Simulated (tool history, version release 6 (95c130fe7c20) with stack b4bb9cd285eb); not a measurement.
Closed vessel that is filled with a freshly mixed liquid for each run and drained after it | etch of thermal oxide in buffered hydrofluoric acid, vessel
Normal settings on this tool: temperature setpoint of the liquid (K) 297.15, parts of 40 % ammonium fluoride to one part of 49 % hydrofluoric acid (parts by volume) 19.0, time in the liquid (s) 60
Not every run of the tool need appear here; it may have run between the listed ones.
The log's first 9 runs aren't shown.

run,hour,temperature setpoint of the liquid (K),parts of 40 % ammonium fluoride to one part of 49 % hydrofluoric acid (parts by volume),time in the liquid (s),wafers since the last listed run,hours since the thermometer was replaced,hours since the hydrofluoric acid flow meter was replaced,hours since the gauge calibration,"read-back film thickness of the thermal oxide reference wafer, read on the same gauge (nm)",thickness taken off the thermal oxide on a monitor wafer (Å)
10,187.2,293.65,19.0,60,2175,2901.2,60.9,83.1,109.97,243.9
11,220.9,297.15,19.0,60,2695,2934.9,94.6,116.8,110.02,294.1
12,244.8,297.15,19.0,75,1911,2958.8,118.5,140.7,109.97,367.8
13,271.9,297.15,19.0,60,2167,2985.9,145.6,167.8,109.99,288.3
14,284.0,300.65,25.0,90,967,2998.0,157.7,179.9,110.00,437.6
15,306.3,297.15,13.5,60,1783,3020.3,180.0,202.2,109.99,408.0
16,320.6,300.65,25.0,90,1143,3034.6,194.3,216.5,109.98,435.3
# hour 339.8: thermometer replaced
17,347.5,297.15,19.0,60,2071,7.7,221.2,243.4,110.00,338.7
18,371.4,293.65,19.0,60,1911,31.6,245.1,267.3,110.01,278.7
19,386.3,297.15,19.0,75,1191,46.5,260.0,282.2,109.98,415.3
20,401.8,294.65,19.0,60,1239,62.0,275.5,297.7,110.00,291.3
21,416.3,301.65,15.0,45,1159,76.5,290.0,312.2,109.98,403.1
22,447.2,300.65,26.0,75,2471,107.4,320.9,343.1,109.99,405.1

Estimate the outcome of run 23 from the log above:
23,480.9,295.15,23.0,95,2695,141.1,354.6,376.8,?,?

read-back film thickness of the thermal oxide reference wafer, read on the same gauge (nm): 110.02
thickness taken off the thermal oxide on a monitor wafer (Å): 402.9
Without the tool's hidden state the same run would have given thickness taken off the thermal oxide on a monitor wafer (Å) 425.8.
